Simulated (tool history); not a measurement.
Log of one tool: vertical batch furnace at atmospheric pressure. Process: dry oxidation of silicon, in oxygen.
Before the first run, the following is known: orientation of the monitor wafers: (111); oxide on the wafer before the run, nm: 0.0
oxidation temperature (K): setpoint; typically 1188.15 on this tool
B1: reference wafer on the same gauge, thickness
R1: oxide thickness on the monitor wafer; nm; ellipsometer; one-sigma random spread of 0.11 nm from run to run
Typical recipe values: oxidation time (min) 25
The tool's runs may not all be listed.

run 1 hour=0 | oxidation_temperature_(K)=1170.15 oxidation_time_(min)=33 | B1=22.16 | R1=19.62
run 2 hour=55.6 | oxidation_temperature_(K)=1170.15 oxidation_time_(min)=33 | B1=22.17 | R1=19.75
run 3 hour=107.7 | oxidation_temperature_(K)=1195.15 oxidation_time_(min)=25 | B1=22.2 | R1=20.92
run 4 hour=156.1 | oxidation_temperature_(K)=1195.15 oxidation_time_(min)=25 | B1=22.15 | R1=20.92
run 5 hour=260.9 | oxidation_temperature_(K)=1195.15 oxidation_time_(min)=25 | B1=22.14 | R1=20.86
run 6 hour=300.3 | oxidation_temperature_(K)=1206.15 oxidation_time_(min)=17.5 | B1=22.18 | R1=18.13
run 7 hour=408.2 | oxidation_temperature_(K)=1206.15 oxidation_time_(min)=17.5 | B1=22.16 | R1=17.93
run 8 hour=504.2 | oxidation_temperature_(K)=1206.15 oxidation_time_(min)=17.5 | B1=22.25 | R1=18.09
run 9 hour=556.8 | oxidation_temperature_(K)=1188.15 oxidation_time_(min)=25 | B1=22.19 | R1=19.33
run 10 hour=598.1 | oxidation_temperature_(K)=1188.15 oxidation_time_(min)=25 | B1=22.21 | R1=19.19

For run 11, what comes out?
run 11 hour=665 | oxidation_temperature_(K)=1177.15 oxidation_time_(min)=34.5 | B1=? | R1=?

B1: 22.24
R1: 21.4 nm
Take away the tool's hidden state, keep the run-to-run variation as it was, and the same run would have given R1 21.89 nm.
